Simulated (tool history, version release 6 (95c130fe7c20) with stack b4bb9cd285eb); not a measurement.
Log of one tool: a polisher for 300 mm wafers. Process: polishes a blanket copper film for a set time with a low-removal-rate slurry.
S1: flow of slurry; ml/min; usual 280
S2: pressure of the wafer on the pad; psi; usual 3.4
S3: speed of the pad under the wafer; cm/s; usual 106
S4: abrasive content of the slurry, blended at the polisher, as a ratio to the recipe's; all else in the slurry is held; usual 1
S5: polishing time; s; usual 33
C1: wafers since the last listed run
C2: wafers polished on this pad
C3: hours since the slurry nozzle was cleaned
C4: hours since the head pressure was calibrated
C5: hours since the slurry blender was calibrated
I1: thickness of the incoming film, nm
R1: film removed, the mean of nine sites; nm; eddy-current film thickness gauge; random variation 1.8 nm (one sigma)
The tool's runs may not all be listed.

{"run": 1, "hour": 0.0, "S1": 280, "S2": 3.4, "S3": 128, "S4": 0.85, "S5": 33, "C1": 0, "C2": 456, "C3": 262.4, "C4": 219.7, "C5": 27.1, "I1": 1341.3, "R1": 151.4}
{"run": 2, "hour": 32.6, "S1": 280, "S2": 3.4, "S3": 128, "S4": 0.85, "S5": 33, "C1": 512, "C2": 969, "C3": 295, "C4": 252.3, "C5": 59.7, "I1": 1338, "R1": 148}
{"run": 3, "hour": 51.0, "S1": 280, "S2": 3.4, "S3": 106, "S4": 1, "S5": 33, "C1": 289, "C2": 1259, "C3": 313.4, "C4": 270.7, "C5": 78.1, "I1": 1320.5, "R1": 137.3}
{"run": 4, "hour": 73.3, "S1": 280, "S2": 3.4, "S3": 106, "S4": 1, "S5": 33, "C1": 350, "C2": 1610, "C3": 335.7, "C4": 293, "C5": 100.4, "I1": 1335.8, "R1": 136}
{"hour": 97.0, "done": "worn pad replaced by a new one"}
{"run": 5, "hour": 102.1, "S1": 280, "S2": 3.4, "S3": 106, "S4": 1, "S5": 33, "C1": 390, "C2": 80, "C3": 364.5, "C4": 321.8, "C5": 129.2, "I1": 1313.7, "R1": 133.6}
{"run": 6, "hour": 128.8, "S1": 280, "S2": 2.7, "S3": 106, "S4": 1, "S5": 42, "C1": 420, "C2": 500, "C3": 391.2, "C4": 348.5, "C5": 155.9, "I1": 1314.9, "R1": 137.2}
{"run": 7, "hour": 147.6, "S1": 280, "S2": 2.7, "S3": 106, "S4": 1, "S5": 42, "C1": 295, "C2": 796, "C3": 410, "C4": 367.3, "C5": 174.7, "I1": 1334.2, "R1": 136}
{"run": 8, "hour": 166.3, "S1": 355, "S2": 3, "S3": 106, "S4": 1, "S5": 33, "C1": 294, "C2": 1091, "C3": 428.7, "C4": 386, "C5": 193.4, "I1": 1320.4, "R1": 124.6}
{"run": 9, "hour": 190.9, "S1": 280, "S2": 3.4, "S3": 106, "S4": 1, "S5": 33, "C1": 387, "C2": 1478, "C3": 453.3, "C4": 410.6, "C5": 218, "I1": 1340.2, "R1": 137.4}
{"run": 10, "hour": 224.3, "S1": 280, "S2": 3.4, "S3": 106, "S4": 1, "S5": 33, "C1": 525, "C2": 2003, "C3": 486.7, "C4": 444, "C5": 251.4, "I1": 1305, "R1": 132.9}
{"hour": 233.9, "done": "worn pad replaced by a new one"}
{"run": 11, "hour": 244.4, "S1": 280, "S2": 3.4, "S3": 106, "S4": 1, "S5": 33, "C1": 253, "C2": 165, "C3": 506.8, "C4": 464.1, "C5": 271.5, "I1": 1318.5, "R1": 133.1}
{"run": 12, "hour": 270.7, "S1": 280, "S2": 3.4, "S3": 106, "S4": 1, "S5": 33, "C1": 413, "C2": 579, "C3": 533.1, "C4": 490.4, "C5": 297.8, "I1": 1316.3, "R1": 132.4}
{"run": 13, "hour": 284.4, "S1": 280, "S2": 3.4, "S3": 106, "S4": 1, "S5": 33, "C1": 215, "C2": 795, "C3": 546.8, "C4": 504.1, "C5": 311.5, "I1": 1317, "R1": 134}
{"run": 14, "hour": 313.0, "S1": 280, "S2": 3.4, "S3": 106, "S4": 1, "S5": 33, "C1": 450, "C2": 1245, "C3": 575.4, "C4": 532.7, "C5": 340.1, "I1": 1332.3, "R1": 131.6}

Forecast run 15:
{"run": 15, "hour": 342.0, "S1": 280, "S2": 3.4, "S3": 106, "S4": 1, "S5": 40, "C1": 456, "C2": 1701, "C3": 604.4, "C4": 561.7, "C5": 369.1, "I1": 1322.3, "R1": "?"}

{"run 15": {"R1": 157.1}}
Without the tool's hidden state the same run would have given R1 167.6 nm.

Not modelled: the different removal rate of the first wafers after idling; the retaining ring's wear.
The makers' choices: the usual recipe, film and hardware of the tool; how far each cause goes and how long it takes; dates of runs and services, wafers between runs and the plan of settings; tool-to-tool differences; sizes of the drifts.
